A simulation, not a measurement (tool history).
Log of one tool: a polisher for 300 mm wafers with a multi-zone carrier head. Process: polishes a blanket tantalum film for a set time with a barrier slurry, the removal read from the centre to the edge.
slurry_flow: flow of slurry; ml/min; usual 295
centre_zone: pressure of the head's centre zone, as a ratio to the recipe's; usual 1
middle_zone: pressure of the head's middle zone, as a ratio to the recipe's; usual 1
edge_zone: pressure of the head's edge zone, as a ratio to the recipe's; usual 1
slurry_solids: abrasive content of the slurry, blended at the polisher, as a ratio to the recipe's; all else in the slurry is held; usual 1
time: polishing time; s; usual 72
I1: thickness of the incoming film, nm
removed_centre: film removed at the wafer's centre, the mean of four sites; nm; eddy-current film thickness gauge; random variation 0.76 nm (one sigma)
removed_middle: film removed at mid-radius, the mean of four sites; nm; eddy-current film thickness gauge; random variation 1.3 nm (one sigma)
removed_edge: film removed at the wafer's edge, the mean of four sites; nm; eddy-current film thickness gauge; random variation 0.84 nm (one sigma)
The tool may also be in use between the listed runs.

Run 1, hour 0: usual settings; I1 341.9. Result: removed_centre 98.9 nm, removed_middle 97 nm, removed_edge 103.6 nm.
At hour 11: slurry nozzle cleaned.
Run 2, hour 16: usual settings but slurry_flow 355 ml/min, time 95 s; I1 345.4. Result: removed_centre 136.6 nm, removed_middle 132.8 nm, removed_edge 136.3 nm.
Run 3, hour 26.6: usual settings but slurry_flow 380 ml/min; I1 339. Result: removed_centre 102.4 nm, removed_middle 99.1 nm, removed_edge 104.6 nm.
At hour 40.3: centre zone pressure recalibrated.
Run 4, hour 41.1: usual settings but slurry_flow 395 ml/min, centre_zone 0.97, slurry_solids 0.7, time 62 s; I1 339.6. Result: removed_centre 67.3 nm, removed_middle 66.4 nm, removed_edge 69.9 nm.
Run 5, hour 56.8: usual settings but centre_zone 0.96, edge_zone 0.88; I1 342.8. Result: removed_centre 97 nm, removed_middle 97.9 nm, removed_edge 96.7 nm.
Run 6, hour 74.4: usual settings but slurry_solids 1.2, time 51 s; I1 339.5. Result: removed_centre 76 nm, removed_middle 73.4 nm, removed_edge 77.3 nm.
Run 7, hour 91.4: usual settings; I1 339.5. Result: removed_centre 99.8 nm, removed_middle 97.5 nm, removed_edge 102.5 nm.
Run 8, hour 98.7: usual settings; I1 345.9. Result: removed_centre 100 nm, removed_middle 97.1 nm, removed_edge 102.4 nm.
At hour 108: carrier head's membrane replaced by a new one.
At hour 110.6: worn pad replaced by a new one.
Run 9, hour 113.5: usual settings but time 83 s; I1 338.3. Result: removed_centre 115.5 nm, removed_middle 113.6 nm, removed_edge 118.5 nm.
Run 10, hour 127.8: usual settings but centre_zone 1.04, edge_zone 1.1; I1 337.1. Result: removed_centre 104.1 nm, removed_middle 99.3 nm, removed_edge 108 nm.
Run 11, hour 134.2: usual settings but middle_zone 0.91, edge_zone 0.9; I1 336.8. Result: removed_centre 99.5 nm, removed_middle 91.8 nm, removed_edge 99.6 nm.
Run 12, hour 144: usual settings but middle_zone 0.95; I1 336.6. Result: removed_centre 99.9 nm, removed_middle 95.7 nm, removed_edge 101.8 nm.
Run 13, hour 154.7: usual settings; I1 337.3. Result: removed_centre 100.5 nm, removed_middle 96.8 nm, removed_edge 100.9 nm.
Run 14, hour 162.6: usual settings but middle_zone 1.11; I1 338.6. Result: removed_centre 99.5 nm, removed_middle 103.2 nm, removed_edge 104 nm.
Run 15, hour 172.1: usual settings but centre_zone 0.94, middle_zone 0.95, edge_zone 1.07, time 81 s; I1 344.7. Result: removed_centre 109.1 nm, removed_middle 104.9 nm, removed_edge 118.7 nm.
Run 16, hour 218.4: usual settings but middle_zone 0.96, edge_zone 1.1, slurry_solids 1.2, time 91 s; I1 338. Result: removed_centre 137.6 nm, removed_middle 124.7 nm, removed_edge 146.2 nm.
At hour 228.8: worn pad replaced by a new one.
Run 17, hour 229.3: usual settings but slurry_flow 195 ml/min, slurry_solids 1.25, time 79 s; I1 336.8. Result: removed_centre 111.8 nm, removed_middle 110.6 nm, removed_edge 118.1 nm.
Run 18, hour 247: usual settings but centre_zone 0.89; I1 341.8. Result: removed_centre 92.7 nm, removed_middle 96.7 nm, removed_edge 103.7 nm.
Run 19, hour 253.2: usual settings but slurry_solids 0.7; I1 344.9. Result: removed_centre 76.8 nm, removed_middle 76.4 nm, removed_edge 78.8 nm.
Run 20, hour 270.7: usual settings but slurry_flow 205 ml/min, centre_zone 1.05, time 97 s; I1 336.1. Result: removed_centre 131.9 nm, removed_middle 122.7 nm, removed_edge 132.9 nm.
Run 21, hour 281.6: usual settings but slurry_solids 1.2, time 94 s; I1 344.9. Result: removed_centre 139.6 nm, removed_middle 137.5 nm, removed_edge 143.8 nm.

5 ways to go on from here, each from the tool as it stands after run 21. What would each give?
Run A, hour 282: usual settings but slurry_flow 240 ml/min; I1 333.8. Result: removed_centre ?, removed_middle ?, removed_edge ?.
Run B, hour 282: usual settings but slurry_flow 380 ml/min, middle_zone 0.9, edge_zone 1.11, time 90 s; I1 333.8. Result: removed_centre ?, removed_middle ?, removed_edge ?.
Run C, hour 282: usual settings but centre_zone 1.09, middle_zone 0.97, slurry_solids 1.15; I1 333.8. Result: removed_centre ?, removed_middle ?, removed_edge ?.
Run D, hour 282: usual settings but slurry_solids 1.25; I1 333.8. Result: removed_centre ?, removed_middle ?, removed_edge ?.
Run E, hour 282: usual settings but time 59 s; I1 333.8. Result: removed_centre ?, removed_middle ?, removed_edge ?.

run  removed_centre  removed_middle  removed_edge
  A            96.9            94.7         100.7
  B           127.8           116.7         136.4
  C           112.4           101.2           109
  D           108.9           106.2         112.2
  E            81.7            79.6          84.1
Without the tool's hidden state the same runs would have given:
run  removed_centre  removed_middle  removed_edge
  A            96.9            94.7         100.7
  B           127.8           116.7         136.4
  C           112.4           101.2           109
  D           108.9           106.2         112.2
  E            81.7            79.6          84.1
